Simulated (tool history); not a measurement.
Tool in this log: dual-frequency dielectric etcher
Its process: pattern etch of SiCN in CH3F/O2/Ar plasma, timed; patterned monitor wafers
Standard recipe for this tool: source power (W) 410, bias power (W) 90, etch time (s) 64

| run | hour | source power (W) | bias power (W) | etch time (s) | read-back reference wafer on the same gauge, depth_nm | mean etch depth across the wafer (angstrom) |
|---|---|---|---|---|---|---|
| 1 | 0 | 410 | 90 | 64 | 27.69 | 274.5 |
| 2 | 27.8 | 410 | 90 | 64 | 27.7 | 273.5 |
| 3 | 56.3 | 410 | 90 | 64 | 27.69 | 274.3 |
| 4 | 139.5 | 410 | 90 | 64 | 27.7 | 274.4 |
| 5 | 155.1 | 410 | 90 | 64 | 27.71 | 273.1 |
|  | 188.4 | upper electrode replaced |
| 6 | 188.9 | 410 | 90 | 64 | 27.7 | 273.2 |
| 7 | 189.2 | 410 | 90 | 64 | 27.7 | 272.5 |
| 8 | 208.2 | 410 | 111 | 76.5 | 27.68 | 352 |

Run 9, settings as shown, results not yet in. Your forecast:
|  | 237.8 | wet clean of the chamber |
| 9 | 238.3 | 410 | 111 | 64 | ? | ? |

{"run 9": {"read-back reference wafer on the same gauge, depth_nm": 27.71, "mean etch depth across the wafer (angstrom)": 297.8}}
Were there no unlogged condition in the tool, this run, its random variation unchanged, would have produced mean etch depth across the wafer (angstrom) 297.6.

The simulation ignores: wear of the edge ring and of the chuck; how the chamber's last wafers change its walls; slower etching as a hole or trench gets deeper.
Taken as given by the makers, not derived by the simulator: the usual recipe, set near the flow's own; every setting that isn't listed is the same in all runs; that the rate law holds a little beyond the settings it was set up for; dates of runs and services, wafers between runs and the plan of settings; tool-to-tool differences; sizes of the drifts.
